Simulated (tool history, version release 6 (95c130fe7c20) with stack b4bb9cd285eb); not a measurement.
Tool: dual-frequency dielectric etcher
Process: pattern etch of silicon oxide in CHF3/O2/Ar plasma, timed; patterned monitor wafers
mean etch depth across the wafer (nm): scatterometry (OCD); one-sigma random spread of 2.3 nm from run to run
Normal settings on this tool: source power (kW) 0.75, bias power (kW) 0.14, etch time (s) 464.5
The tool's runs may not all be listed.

run    hour  source power (kW)  bias power (kW)  etch time (s)  wafers since the last listed run  hours since the last wet clean  hours since the last source power generator calibration  hours since the last bias power generator calibration  hours since the last upper electrode change  hours since the gauge calibration  read-back reference wafer on the same gauge, depth_nm  mean etch depth across the wafer (nm)
  1       0               0.75            0.116          464.5                                 0                           200.5                                                   1004.4                                                 1502.6                                       3781.5                              504.4                                                  823.9                                  906.5
  2    43.7               0.75             0.14          542.5                               215                           244.2                                                   1048.1                                                 1546.3                                       3825.2                              548.1                                                  824.2                                 1118.9
  3    74.9               0.75             0.14          542.5                               154                           275.4                                                   1079.3                                                 1577.5                                       3856.4                              579.3                                                  823.4                                 1127.2
  4   130.5               0.75             0.14          542.5                               274                             331                                                   1134.9                                                 1633.1                                         3912                              634.9                                                  823.8                                   1130
      171.5  -- wet clean of the chamber
  5   181.9               0.75             0.14          464.5                               135                            10.4                                                   1186.3                                                 1684.5                                       3963.4                              686.3                                                  824.3                                  938.6
  6   226.7               0.75             0.14          464.5                               221                            55.2                                                   1231.1                                                 1729.3                                       4008.2                              731.1                                                  823.9                                  940.7
      284.2  -- upper electrode replaced
  7   290.1               0.75             0.14            566                               194                           118.6                                                   1294.5                                                 1792.7                                          5.9                              794.5                                                  824.2                                 1153.8
  8   325.9               0.66             0.14          464.5                               176                           154.4                                                   1330.3                                                 1828.5                                         41.7                              830.3                                                  824.5                                  920.3
  9   355.2               0.75             0.14          464.5                               144                           183.7                                                   1359.6                                                 1857.8                                           71                              859.6                                                  823.6                                  951.8
 10     396               0.75             0.14          464.5                               201                           224.5                                                   1400.4                                                 1898.6                                        111.8                              900.4                                                  823.6                                  955.4
 11   424.6               0.75             0.14          464.5                               141                           253.1                                                     1429                                                 1927.2                                        140.4                                929                                                  824.2                                    957
      571.1  -- wet clean of the chamber
 12   571.6               0.75             0.14          464.5                               607                             0.5                                                     1576                                                 2074.2                                        287.4                               1076                                                  824.3                                  945.4
      661.5  -- bias power generator calibrated
 13   758.6               0.91            0.124            416                               903                           187.5                                                     1763                                                   97.1                                        474.4                               1263                                                  824.8                                  855.4
      760.6  -- gauge calibrated
 14   818.5                0.9             0.14          464.5                               295                           247.4                                                   1822.9                                                    157                                        534.3                               57.9                                                  824.2                                  992.9
 15     854               0.75             0.14          464.5                               175                           282.9                                                   1858.4                                                  192.5                                        569.8                               93.4                                                    823                                  948.7
      923.4  -- wet clean of the chamber
 16   923.9               0.75             0.14          464.5                               226                             0.5                                                   1928.3                                                  262.4                                        639.7                              163.3                                                  824.6                                  932.3
 17   949.2               0.56             0.14          519.5                               124                            25.8                                                   1953.6                                                  287.7                                          665                              188.6                                                  823.5                                  966.9
 18   992.9               0.84             0.14          540.5                               215                            69.5                                                   1997.3                                                  331.4                                        708.7                              232.3                                                  824.5                                 1120.4
 19  1018.4               0.83             0.14          512.5                               125                              95                                                   2022.8                                                  356.9                                        734.2                              257.8                                                  822.9                                 1057.4
 20  1057.2               0.94             0.14            502                               191                           133.8                                                   2061.6                                                  395.7                                          773                              296.6                                                  824.2                                 1081.7
     1078.4  -- source power generator calibrated
 21  1103.9               0.84            0.107            563                               210                           180.5                                                     25.5                                                  442.4                                        819.7                              343.3                                                  823.1                                 1089.7
 22  1147.4                0.9            0.122          326.5                               214                             224                                                       69                                                  485.9                                        863.2                              386.8                                                  824.5                                  674.1
 23  1209.6               0.75             0.14          464.5                               307                           286.2                                                    131.2                                                  548.1                                        925.4                                449                                                  824.1                                  952.5
 24  1244.8               0.75            0.113          464.5                               173                           321.4                                                    166.4                                                  583.3                                        960.6                              484.2                                                    824                                  893.1
 25    1282               0.75             0.14          464.5                               183                           358.6                                                    203.6                                                  620.5                                        997.8                              521.4                                                  823.7                                  951.4
       1318  -- wet clean of the chamber
 26  1351.2               0.64            0.131          464.5                               223                            33.2                                                    272.8                                                  689.7                                         1067                              590.6                                                  823.1                                  882.2
 27  1383.1               0.94             0.14            502                               157                            65.1                                                    304.7                                                  721.6                                       1098.9                              622.5                                                  824.4                                 1083.2
 28  1450.8               0.75            0.156          464.5                               334                           132.8                                                    372.4                                                  789.3                                       1166.6                              690.2                                                    824                                  981.5

Forecast each of these 5 alternatives for the next run:
  A  1451.3               0.75             0.14          464.5                                 2                           133.3                                                    372.9                                                  789.8                                       1167.1                              690.7                                                      ?                                      ?
  B  1451.3               0.82            0.174          534.5                                 2                           133.3                                                    372.9                                                  789.8                                       1167.1                              690.7                                                      ?                                      ?
  C  1451.3               0.84            0.157            510                                 2                           133.3                                                    372.9                                                  789.8                                       1167.1                              690.7                                                      ?                                      ?
  D  1451.3               0.75            0.152            372                                 2                           133.3                                                    372.9                                                  789.8                                       1167.1                              690.7                                                      ?                                      ?
  E  1451.3               0.75             0.14            340                                 2                           133.3                                                    372.9                                                  789.8                                       1167.1                              690.7                                                      ?                                      ?

run  read-back reference wafer on the same gauge, depth_nm  mean etch depth across the wafer (nm)
  A                                                    824                                  949.1
  B                                                    824                                 1198.3
  C                                                    824                                 1113.6
  D                                                    824                                  779.9
  E                                                    824                                  694.7
The same runs, with their run-to-run variation unchanged, on a tool lacking any hidden condition would have given:
run  mean etch depth across the wafer (nm)
  A                                  927.8
  B                                   1171
  C                                 1088.4
  D                                  762.3
  E                                  679.2

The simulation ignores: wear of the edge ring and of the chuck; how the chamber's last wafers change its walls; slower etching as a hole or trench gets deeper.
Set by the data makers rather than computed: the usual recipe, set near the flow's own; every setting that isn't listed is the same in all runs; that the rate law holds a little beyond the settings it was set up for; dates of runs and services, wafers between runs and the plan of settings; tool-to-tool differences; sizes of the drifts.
